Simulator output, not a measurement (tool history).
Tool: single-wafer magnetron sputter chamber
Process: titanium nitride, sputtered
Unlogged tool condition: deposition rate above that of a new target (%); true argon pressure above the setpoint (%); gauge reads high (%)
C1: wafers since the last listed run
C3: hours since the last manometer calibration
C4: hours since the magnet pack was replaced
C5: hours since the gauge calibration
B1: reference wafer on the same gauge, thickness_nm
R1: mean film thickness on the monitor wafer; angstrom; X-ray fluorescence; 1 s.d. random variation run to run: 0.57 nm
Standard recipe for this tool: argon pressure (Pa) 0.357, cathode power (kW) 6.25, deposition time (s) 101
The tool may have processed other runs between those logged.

{"run": 1, "day": 0.0, "argon pressure (Pa)": 0.357, "cathode power (kW)": 6.25, "deposition time (s)": 101, "C1": 0, "wafers on the sputter target": 1139, "C3": 1209.8, "C4": 4709.3, "C5": 308.1, "B1": 120.891, "R1": 1114.16}
{"run": 2, "day": 0.542, "argon pressure (Pa)": 0.357, "cathode power (kW)": 6.25, "deposition time (s)": 101, "C1": 137, "wafers on the sputter target": 1276, "C3": 1222.8, "C4": 4722.3, "C5": 321.1, "B1": 120.871, "R1": 1109.11}
{"run": 3, "day": 1.471, "argon pressure (Pa)": 0.448, "cathode power (kW)": 6.25, "deposition time (s)": 101, "C1": 236, "wafers on the sputter target": 1513, "C3": 1245.1, "C4": 4744.6, "C5": 343.4, "B1": 121.032, "R1": 1087.34}
{"run": 4, "day": 2.246, "argon pressure (Pa)": 0.357, "cathode power (kW)": 6.25, "deposition time (s)": 101, "C1": 197, "wafers on the sputter target": 1710, "C3": 1263.7, "C4": 4763.2, "C5": 362, "B1": 120.926, "R1": 1099.74}
{"run": 5, "day": 2.929, "argon pressure (Pa)": 0.357, "cathode power (kW)": 6.25, "deposition time (s)": 101, "C1": 173, "wafers on the sputter target": 1884, "C3": 1280.1, "C4": 4779.6, "C5": 378.4, "B1": 120.982, "R1": 1108.56}
{"run": 6, "day": 3.746, "argon pressure (Pa)": 0.357, "cathode power (kW)": 6.25, "deposition time (s)": 101, "C1": 207, "wafers on the sputter target": 2092, "C3": 1299.7, "C4": 4799.2, "C5": 398, "B1": 120.982, "R1": 1104.75}
{"run": 7, "day": 5.108, "argon pressure (Pa)": 0.357, "cathode power (kW)": 6.25, "deposition time (s)": 101, "C1": 346, "wafers on the sputter target": 2438, "C3": 1332.4, "C4": 4831.9, "C5": 430.7, "B1": 120.979, "R1": 1096.53}
{"day": 5.667, "done": "sputter target and shields replaced"}
{"run": 8, "day": 9.562, "argon pressure (Pa)": 0.357, "cathode power (kW)": 6.25, "deposition time (s)": 101, "C1": 1048, "wafers on the sputter target": 991, "C3": 1439.3, "C4": 4938.8, "C5": 537.6, "B1": 120.945, "R1": 1117.33}
{"day": 10.454, "done": "capacitance manometer re-zeroed and calibrated"}
{"run": 9, "day": 10.996, "argon pressure (Pa)": 0.357, "cathode power (kW)": 6.25, "deposition time (s)": 101, "C1": 279, "wafers on the sputter target": 1271, "C3": 13, "C4": 4973.2, "C5": 572, "B1": 121.021, "R1": 1108.33}
{"day": 12.075, "done": "magnet pack replaced"}
{"run": 10, "day": 12.096, "argon pressure (Pa)": 0.357, "cathode power (kW)": 6.25, "deposition time (s)": 101, "C1": 195, "wafers on the sputter target": 1466, "C3": 39.4, "C4": 0.5, "C5": 598.4, "B1": 121.024, "R1": 1111.5}
{"run": 11, "day": 12.95, "argon pressure (Pa)": 0.357, "cathode power (kW)": 6.25, "deposition time (s)": 93, "C1": 217, "wafers on the sputter target": 1683, "C3": 59.9, "C4": 21, "C5": 618.9, "B1": 120.955, "R1": 1022.74}
{"run": 12, "day": 14.112, "argon pressure (Pa)": 0.357, "cathode power (kW)": 6.25, "deposition time (s)": 101, "C1": 295, "wafers on the sputter target": 1979, "C3": 87.8, "C4": 48.9, "C5": 646.8, "B1": 120.933, "R1": 1109.02}
{"run": 13, "day": 14.729, "argon pressure (Pa)": 0.357, "cathode power (kW)": 6.25, "deposition time (s)": 101, "C1": 156, "wafers on the sputter target": 2136, "C3": 102.6, "C4": 63.7, "C5": 661.6, "B1": 121.03, "R1": 1110.05}
{"day": 15.7, "done": "sputter target and shields replaced"}
{"run": 14, "day": 15.846, "argon pressure (Pa)": 0.421, "cathode power (kW)": 7.3, "deposition time (s)": 95, "C1": 199, "wafers on the sputter target": 37, "C3": 129.4, "C4": 90.5, "C5": 688.4, "B1": 120.968, "R1": 1208.09}
{"run": 15, "day": 16.425, "argon pressure (Pa)": 0.357, "cathode power (kW)": 6.25, "deposition time (s)": 101, "C1": 147, "wafers on the sputter target": 184, "C3": 143.3, "C4": 104.4, "C5": 702.3, "B1": 121.028, "R1": 1122.54}
{"run": 16, "day": 17.779, "argon pressure (Pa)": 0.295, "cathode power (kW)": 6.25, "deposition time (s)": 85, "C1": 344, "wafers on the sputter target": 529, "C3": 175.8, "C4": 136.9, "C5": 734.8, "B1": 121.053, "R1": 958.81}
{"run": 17, "day": 18.875, "argon pressure (Pa)": 0.357, "cathode power (kW)": 6.25, "deposition time (s)": 101, "C1": 278, "wafers on the sputter target": 808, "C3": 202.1, "C4": 163.2, "C5": 761.1, "B1": 120.985, "R1": 1127.21}
{"run": 18, "day": 19.475, "argon pressure (Pa)": 0.398, "cathode power (kW)": 5.3, "deposition time (s)": 101, "C1": 152, "wafers on the sputter target": 960, "C3": 216.5, "C4": 177.6, "C5": 775.5, "B1": 121.037, "R1": 940.53}
{"run": 19, "day": 20.008, "argon pressure (Pa)": 0.463, "cathode power (kW)": 7.25, "deposition time (s)": 86, "C1": 135, "wafers on the sputter target": 1096, "C3": 229.3, "C4": 190.4, "C5": 788.3, "B1": 121.021, "R1": 1080.26}
{"day": 20.754, "done": "gauge calibrated"}
{"run": 20, "day": 20.996, "argon pressure (Pa)": 0.315, "cathode power (kW)": 6.25, "deposition time (s)": 90, "C1": 251, "wafers on the sputter target": 1347, "C3": 253, "C4": 214.1, "C5": 5.8, "B1": 121.016, "R1": 1014.8}
{"run": 21, "day": 22.129, "argon pressure (Pa)": 0.357, "cathode power (kW)": 6.85, "deposition time (s)": 101, "C1": 288, "wafers on the sputter target": 1636, "C3": 280.2, "C4": 241.3, "C5": 33, "B1": 120.944, "R1": 1223.84}
{"run": 22, "day": 23.3, "argon pressure (Pa)": 0.357, "cathode power (kW)": 4.7, "deposition time (s)": 101, "C1": 297, "wafers on the sputter target": 1934, "C3": 308.3, "C4": 269.4, "C5": 61.1, "B1": 121.143, "R1": 834.6}
{"run": 23, "day": 24.717, "argon pressure (Pa)": 0.263, "cathode power (kW)": 5.2, "deposition time (s)": 83, "C1": 360, "wafers on the sputter target": 2294, "C3": 342.3, "C4": 303.4, "C5": 95.1, "B1": 121.078, "R1": 774.34}
{"run": 24, "day": 25.833, "argon pressure (Pa)": 0.357, "cathode power (kW)": 6.25, "deposition time (s)": 101, "C1": 284, "wafers on the sputter target": 2578, "C3": 369.1, "C4": 330.2, "C5": 121.9, "B1": 120.935, "R1": 1096.53}
{"day": 26.183, "done": "sputter target and shields replaced"}
{"run": 25, "day": 27.158, "argon pressure (Pa)": 0.279, "cathode power (kW)": 4.75, "deposition time (s)": 114, "C1": 252, "wafers on the sputter target": 248, "C3": 400.9, "C4": 362, "C5": 153.7, "B1": 121.092, "R1": 977.16}
{"run": 26, "day": 27.917, "argon pressure (Pa)": 0.456, "cathode power (kW)": 4.75, "deposition time (s)": 120, "C1": 192, "wafers on the sputter target": 441, "C3": 419.1, "C4": 380.2, "C5": 171.9, "B1": 120.977, "R1": 986.49}

Measured result minus the same run's result without the hidden state. Both carry the same run-to-run variation, though not necessarily the same gauge scatter:
run=1 R1=-7.9
run=2 R1=-9.11
run=3 R1=-11.36
run=4 R1=-13.88
run=5 R1=-16.36
run=6 R1=-19.45
run=7 R1=-25.29
run=8 R1=-7
run=9 R1=-10.15
run=10 R1=-13.35
run=11 R1=-14.94
run=12 R1=-20.72
run=13 R1=-23.43
run=14 R1=-0.35
run=15 R1=-0.45
run=16 R1=-1.17
run=17 R1=-2.78
run=18 R1=-3.18
run=19 R1=-4.67
run=20 R1=-6.48
run=21 R1=-11.38
run=22 R1=-10.78
run=23 R1=-14.06
run=24 R1=-25.19
run=25 R1=-6.47
run=26 R1=-6.98
